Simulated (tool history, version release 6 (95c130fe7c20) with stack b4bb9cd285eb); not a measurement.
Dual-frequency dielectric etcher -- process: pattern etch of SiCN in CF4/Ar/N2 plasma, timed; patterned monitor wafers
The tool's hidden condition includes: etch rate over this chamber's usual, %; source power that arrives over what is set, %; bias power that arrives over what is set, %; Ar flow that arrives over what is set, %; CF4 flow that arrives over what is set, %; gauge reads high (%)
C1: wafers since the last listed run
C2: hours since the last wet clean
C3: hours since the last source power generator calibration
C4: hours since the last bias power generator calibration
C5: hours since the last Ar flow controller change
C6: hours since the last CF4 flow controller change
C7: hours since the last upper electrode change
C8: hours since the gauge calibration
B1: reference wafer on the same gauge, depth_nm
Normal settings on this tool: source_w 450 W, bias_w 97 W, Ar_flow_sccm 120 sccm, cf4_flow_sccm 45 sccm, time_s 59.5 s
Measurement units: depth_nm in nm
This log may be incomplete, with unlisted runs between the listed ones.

{"run": 1, "hour": 0.0, "source_w": 450, "bias_w": 82, "Ar_flow_sccm": 120, "cf4_flow_sccm": 45, "time_s": 59.5, "C1": 0, "C2": 599.7, "C3": 2746.6, "C4": 4145.3, "C5": 4504.5, "C6": 5439.4, "C7": 3522.1, "C8": 146.4, "B1": 51.6, "depth_nm": 44}
{"hour": 46.2, "done": "wet clean of the chamber"}
{"run": 2, "hour": 46.7, "source_w": 450, "bias_w": 97, "Ar_flow_sccm": 120, "cf4_flow_sccm": 45, "time_s": 45.5, "C1": 201, "C2": 0.5, "C3": 2793.3, "C4": 4192, "C5": 4551.2, "C6": 5486.1, "C7": 3568.8, "C8": 193.1, "B1": 51.5, "depth_nm": 39.8}
{"run": 3, "hour": 60.1, "source_w": 450, "bias_w": 82, "Ar_flow_sccm": 120, "cf4_flow_sccm": 45, "time_s": 59.5, "C1": 119, "C2": 13.9, "C3": 2806.7, "C4": 4205.4, "C5": 4564.6, "C6": 5499.5, "C7": 3582.2, "C8": 206.5, "B1": 51.7, "depth_nm": 46.3}
{"hour": 78.8, "done": "Ar flow controller replaced"}
{"run": 4, "hour": 81.1, "source_w": 420, "bias_w": 85, "Ar_flow_sccm": 120, "cf4_flow_sccm": 45, "time_s": 59.5, "C1": 133, "C2": 34.9, "C3": 2827.7, "C4": 4226.4, "C5": 2.3, "C6": 5520.5, "C7": 3603.2, "C8": 227.5, "B1": 51.6, "depth_nm": 45.5}
{"run": 5, "hour": 103.5, "source_w": 450, "bias_w": 84, "Ar_flow_sccm": 120, "cf4_flow_sccm": 39, "time_s": 69, "C1": 199, "C2": 57.3, "C3": 2850.1, "C4": 4248.8, "C5": 24.7, "C6": 5542.9, "C7": 3625.6, "C8": 249.9, "B1": 51.6, "depth_nm": 54.3}
{"hour": 203.2, "done": "bias power generator calibrated"}
{"run": 6, "hour": 206.8, "source_w": 450, "bias_w": 97, "Ar_flow_sccm": 120, "cf4_flow_sccm": 45, "time_s": 59.5, "C1": 883, "C2": 160.6, "C3": 2953.4, "C4": 3.6, "C5": 128, "C6": 5646.2, "C7": 3728.9, "C8": 353.2, "B1": 51.5, "depth_nm": 51.3}
{"hour": 212.7, "done": "source power generator calibrated"}
{"run": 7, "hour": 222.6, "source_w": 450, "bias_w": 97, "Ar_flow_sccm": 107, "cf4_flow_sccm": 54, "time_s": 42.5, "C1": 104, "C2": 176.4, "C3": 9.9, "C4": 19.4, "C5": 143.8, "C6": 5662, "C7": 3744.7, "C8": 369, "B1": 51.7, "depth_nm": 37.3}
{"hour": 283.7, "done": "upper electrode replaced"}
{"run": 8, "hour": 284.2, "source_w": 360, "bias_w": 109, "Ar_flow_sccm": 128, "cf4_flow_sccm": 45, "time_s": 48, "C1": 334, "C2": 238, "C3": 71.5, "C4": 81, "C5": 205.4, "C6": 5723.6, "C7": 0.5, "C8": 430.6, "B1": 51.8, "depth_nm": 35.8}
{"run": 9, "hour": 287.4, "source_w": 450, "bias_w": 109, "Ar_flow_sccm": 101, "cf4_flow_sccm": 39, "time_s": 54.5, "C1": 28, "C2": 241.2, "C3": 74.7, "C4": 84.2, "C5": 208.6, "C6": 5726.8, "C7": 3.7, "C8": 433.8, "B1": 51.6, "depth_nm": 49.3}
{"hour": 295.7, "done": "CF4 flow controller replaced"}
{"run": 10, "hour": 311.5, "source_w": 450, "bias_w": 97, "Ar_flow_sccm": 120, "cf4_flow_sccm": 45, "time_s": 51, "C1": 160, "C2": 265.3, "C3": 98.8, "C4": 108.3, "C5": 232.7, "C6": 15.8, "C7": 27.8, "C8": 457.9, "B1": 51.6, "depth_nm": 43.4}
{"run": 11, "hour": 328.6, "source_w": 490, "bias_w": 97, "Ar_flow_sccm": 135, "cf4_flow_sccm": 34, "time_s": 59.5, "C1": 152, "C2": 282.4, "C3": 115.9, "C4": 125.4, "C5": 249.8, "C6": 32.9, "C7": 44.9, "C8": 475, "B1": 51.7, "depth_nm": 51.1}
{"run": 12, "hour": 346.0, "source_w": 450, "bias_w": 97, "Ar_flow_sccm": 120, "cf4_flow_sccm": 45, "time_s": 59.5, "C1": 154, "C2": 299.8, "C3": 133.3, "C4": 142.8, "C5": 267.2, "C6": 50.3, "C7": 62.3, "C8": 492.4, "B1": 51.5, "depth_nm": 50.4}
{"run": 13, "hour": 373.9, "source_w": 450, "bias_w": 97, "Ar_flow_sccm": 94, "cf4_flow_sccm": 45, "time_s": 59.5, "C1": 248, "C2": 327.7, "C3": 161.2, "C4": 170.7, "C5": 295.1, "C6": 78.2, "C7": 90.2, "C8": 520.3, "B1": 51.6, "depth_nm": 52}
{"run": 14, "hour": 407.2, "source_w": 450, "bias_w": 97, "Ar_flow_sccm": 120, "cf4_flow_sccm": 45, "time_s": 47.5, "C1": 296, "C2": 361, "C3": 194.5, "C4": 204, "C5": 328.4, "C6": 111.5, "C7": 123.5, "C8": 553.6, "B1": 51.6, "depth_nm": 40.3}
{"run": 15, "hour": 434.3, "source_w": 410, "bias_w": 89, "Ar_flow_sccm": 120, "cf4_flow_sccm": 45, "time_s": 59.5, "C1": 240, "C2": 388.1, "C3": 221.6, "C4": 231.1, "C5": 355.5, "C6": 138.6, "C7": 150.6, "C8": 580.7, "B1": 51.5, "depth_nm": 44.2}
{"run": 16, "hour": 509.0, "source_w": 500, "bias_w": 97, "Ar_flow_sccm": 120, "cf4_flow_sccm": 45, "time_s": 71, "C1": 664, "C2": 462.8, "C3": 296.3, "C4": 305.8, "C5": 430.2, "C6": 213.3, "C7": 225.3, "C8": 655.4, "B1": 51.5, "depth_nm": 64.2}
{"run": 17, "hour": 544.4, "source_w": 540, "bias_w": 97, "Ar_flow_sccm": 93, "cf4_flow_sccm": 39, "time_s": 47, "C1": 314, "C2": 498.2, "C3": 331.7, "C4": 341.2, "C5": 465.6, "C6": 248.7, "C7": 260.7, "C8": 690.8, "B1": 51.7, "depth_nm": 46.2}
{"run": 18, "hour": 562.6, "source_w": 500, "bias_w": 97, "Ar_flow_sccm": 120, "cf4_flow_sccm": 55, "time_s": 59.5, "C1": 161, "C2": 516.4, "C3": 349.9, "C4": 359.4, "C5": 483.8, "C6": 266.9, "C7": 278.9, "C8": 709, "B1": 51.7, "depth_nm": 55.4}
{"run": 19, "hour": 581.5, "source_w": 450, "bias_w": 97, "Ar_flow_sccm": 120, "cf4_flow_sccm": 45, "time_s": 59.5, "C1": 168, "C2": 535.3, "C3": 368.8, "C4": 378.3, "C5": 502.7, "C6": 285.8, "C7": 297.8, "C8": 727.9, "B1": 51.6, "depth_nm": 49.1}
{"hour": 606.4, "done": "wet clean of the chamber"}
{"run": 20, "hour": 606.9, "source_w": 380, "bias_w": 97, "Ar_flow_sccm": 120, "cf4_flow_sccm": 45, "time_s": 59.5, "C1": 12, "C2": 0.5, "C3": 394.2, "C4": 403.7, "C5": 528.1, "C6": 311.2, "C7": 323.2, "C8": 753.3, "B1": 51.6, "depth_nm": 44.7}
{"run": 21, "hour": 622.1, "source_w": 450, "bias_w": 97, "Ar_flow_sccm": 120, "cf4_flow_sccm": 45, "time_s": 59.5, "C1": 135, "C2": 15.7, "C3": 409.4, "C4": 418.9, "C5": 543.3, "C6": 326.4, "C7": 338.4, "C8": 768.5, "B1": 51.7, "depth_nm": 51.6}
{"run": 22, "hour": 657.2, "source_w": 450, "bias_w": 97, "Ar_flow_sccm": 140, "cf4_flow_sccm": 39, "time_s": 59.5, "C1": 312, "C2": 50.8, "C3": 444.5, "C4": 454, "C5": 578.4, "C6": 361.5, "C7": 373.5, "C8": 803.6, "B1": 51.7, "depth_nm": 49.4}

What if the next run were any one of these 3? Each begins from the tool's condition after run 22:
{"run": "A", "hour": 657.6, "source_w": 450, "bias_w": 97, "Ar_flow_sccm": 120, "cf4_flow_sccm": 45, "time_s": 73, "C1": 3, "C2": 51.2, "C3": 444.9, "C4": 454.4, "C5": 578.8, "C6": 361.9, "C7": 373.9, "C8": 804, "B1": "?", "depth_nm": "?"}
{"run": "B", "hour": 657.6, "source_w": 450, "bias_w": 97, "Ar_flow_sccm": 131, "cf4_flow_sccm": 45, "time_s": 59.5, "C1": 3, "C2": 51.2, "C3": 444.9, "C4": 454.4, "C5": 578.8, "C6": 361.9, "C7": 373.9, "C8": 804, "B1": "?", "depth_nm": "?"}
{"run": "C", "hour": 657.6, "source_w": 410, "bias_w": 97, "Ar_flow_sccm": 120, "cf4_flow_sccm": 39, "time_s": 59.5, "C1": 3, "C2": 51.2, "C3": 444.9, "C4": 454.4, "C5": 578.8, "C6": 361.9, "C7": 373.9, "C8": 804, "B1": "?", "depth_nm": "?"}

run=A B1=51.5 depth_nm=63.5
run=B B1=51.5 depth_nm=51.2
run=C B1=51.5 depth_nm=47.1
What these runs would have given with no unlogged condition in the tool:
run=A depth_nm=64.1
run=B depth_nm=51.7
run=C depth_nm=47.5
